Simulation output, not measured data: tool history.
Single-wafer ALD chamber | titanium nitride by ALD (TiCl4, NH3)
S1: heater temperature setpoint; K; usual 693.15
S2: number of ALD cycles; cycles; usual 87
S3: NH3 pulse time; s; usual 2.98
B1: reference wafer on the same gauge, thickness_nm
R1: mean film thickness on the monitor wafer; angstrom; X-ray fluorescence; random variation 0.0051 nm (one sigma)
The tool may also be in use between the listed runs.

run	hour	S1	S2	S3	B1	R1
1	0	698.15	87	2.98	2.182	20.42
2	33.5	698.15	87	2.98	2.181	20.39
3	58.7	693.15	87	2.16	2.18	20.27
4	92.5	693.15	87	2.16	2.18	20.22
5	106.5	693.15	87	2.98	2.178	20.29
6	129.6	682.15	87	2.98	2.177	20.26
7	146.7	693.15	87	2.98	2.176	20.32
8	159.4	693.15	87	2.98	2.176	20.32
9	186.5	696.15	87	2.98	2.175	20.34
10	257.2	696.15	87	2.98	2.172	20.16
11	287.8	693.15	76	2.98	2.169	17.63
12	304.3	693.15	76	2.98	2.169	17.68
13	329.1	693.15	76	2.98	2.167	17.67
14	360.1	693.15	87	2.98	2.165	20.21
# hour 375.7: thermocouple changed; heater temperature recalibrated
15	387.9	693.15	87	2.98	2.163	20.11
# hour 394.5: gauge calibrated
16	407.8	693.15	87	2.98	2.19	20.53
17	433.4	683.15	87	2.98	2.189	20.43
# hour 442.9: showerhead replaced
18	450.2	679.15	87	3.79	2.19	20.44
19	468.9	693.15	78	2.98	2.189	18.42
20	487.2	693.15	87	2.98	2.19	20.39
21	522.7	707.15	93	1.89	2.189	21.65
22	554.6	700.15	71	2.52	2.189	16.69
23	577.5	693.15	87	2.19	2.187	20.38
24	606.7	706.15	99	2.21	2.189	23.19
25	630.4	707.15	87	2.98	2.188	20.5
26	643.6	699.15	87	2.19	2.187	20.34
27	662.4	693.15	87	1.79	2.186	20.27
28	694.2	700.15	104	2.04	2.186	24.31
29	706.6	693.15	87	2.98	2.186	20.43
30	730.6	693.15	87	2.98	2.184	20.45
31	747.7	698.15	102	2.98	2.184	23.84
32	768.3	693.15	87	3.54	2.184	20.45
33	797.3	693.15	87	2.98	2.183	20.34
34	823.5	702.15	87	4.14	2.181	20.5

Hidden state or all else? Some run-to-run changes of R1, split into what the settings, what came in and random variation would give without the hidden state, and what is left for the hidden state (with any gauge scatter that isn't in both results):
The hidden state here: wafer temperature above the value expected at the setpoint (K); gauge reads high (%).
Run 9 -> 10: no setting changed, nothing entered. R1 -0.18 angstrom: hidden state -0.03, all else -0.15.
Run 13 -> 14: S2 76 -> 87. R1 +2.54 angstrom: hidden state -0.04, all else +2.58.
Run 15 -> 16: gauge calibrated. R1 +0.42 angstrom: hidden state +0.25, all else +0.17.
Run 21 -> 22: S1 707.15 -> 700.15, S2 93 -> 71, S3 1.89 -> 2.52. R1 -4.96 angstrom: hidden state +0, all else -4.96.
Run 27 -> 28: S1 693.15 -> 700.15, S2 87 -> 104, S3 1.79 -> 2.04. R1 +4.04 angstrom: hidden state -0.03, all else +4.07.
Run 28 -> 29: S1 700.15 -> 693.15, S2 104 -> 87, S3 2.04 -> 2.98. R1 -3.88 angstrom: hidden state +0.01, all else -3.89.
